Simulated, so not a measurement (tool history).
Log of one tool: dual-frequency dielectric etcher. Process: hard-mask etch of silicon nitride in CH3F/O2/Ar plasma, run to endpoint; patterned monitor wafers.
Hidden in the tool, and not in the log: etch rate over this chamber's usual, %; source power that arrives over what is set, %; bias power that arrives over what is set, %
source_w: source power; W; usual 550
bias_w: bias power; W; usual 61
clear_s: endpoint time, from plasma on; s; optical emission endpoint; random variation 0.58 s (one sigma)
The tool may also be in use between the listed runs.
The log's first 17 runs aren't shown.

run,hour,source_w,bias_w,wafers since the last listed run,hours since the last wet clean,hours since the last source power generator calibration,hours since the last bias power generator calibration,hours since the last upper electrode change,"incoming incoming film thickness, nm",clear_s
# hour 1520.8: wet clean of the chamber
18,1549.3,620,65,413,28.5,958.9,81.5,3227.2,49.40,69.9
19,1622.7,550,61,885,101.9,1032.3,154.9,3300.6,49.63,76.6
20,1684.3,590,75,743,163.5,1093.9,216.5,3362.2,49.40,67.7
21,1784.6,550,61,1210,263.8,1194.2,316.8,3462.5,49.81,76.6
22,1858.5,620,49,891,337.7,1268.1,390.7,3536.4,49.80,76.4
23,1953.0,480,72,1140,432.2,1362.6,485.2,3630.9,49.65,75.9
24,2038.4,510,75,1030,517.6,1448.0,570.6,3716.3,49.38,72.8
25,2129.9,550,75,1104,609.1,1539.5,662.1,3807.8,49.56,71.0
# hour 2226.1: wet clean of the chamber
26,2226.6,620,48,877,0.5,1636.2,758.8,3904.5,49.95,77.5
27,2321.3,440,72,1143,95.2,1730.9,853.5,3999.2,50.05,79.8
# hour 2385.1: source power generator calibrated
28,2385.6,650,61,727,159.5,0.5,917.8,4063.5,49.11,68.5
# hour 2432.2: upper electrode replaced
29,2453.1,550,61,525,227.0,68.0,985.3,20.9,49.60,75.9
30,2768.6,450,66,3808,542.5,383.5,1300.8,336.4,49.96,81.4
# hour 2808.6: wet clean of the chamber
31,2848.2,590,61,671,39.6,463.1,1380.4,416.0,50.07,74.0
32,3028.5,550,61,2176,219.9,643.4,1560.7,596.3,49.44,75.4
33,3070.8,640,46,510,262.2,685.7,1603.0,638.6,49.47,75.8

4 ways to go on from here, each from the tool as it stands after run 33. What would each give?
A,3071.2,550,61,4,262.6,686.1,1603.4,639.0,49.55,?
B,3071.2,610,75,4,262.6,686.1,1603.4,639.0,49.55,?
C,3071.2,500,72,4,262.6,686.1,1603.4,639.0,49.55,?
D,3071.2,590,47,4,262.6,686.1,1603.4,639.0,49.55,?

run,clear_s
A,75.4
B,67.0
C,74.7
D,79.1
Without the tool's hidden state the same runs would have given:
run,clear_s
A,75.4
B,67.0
C,74.7
D,79.1
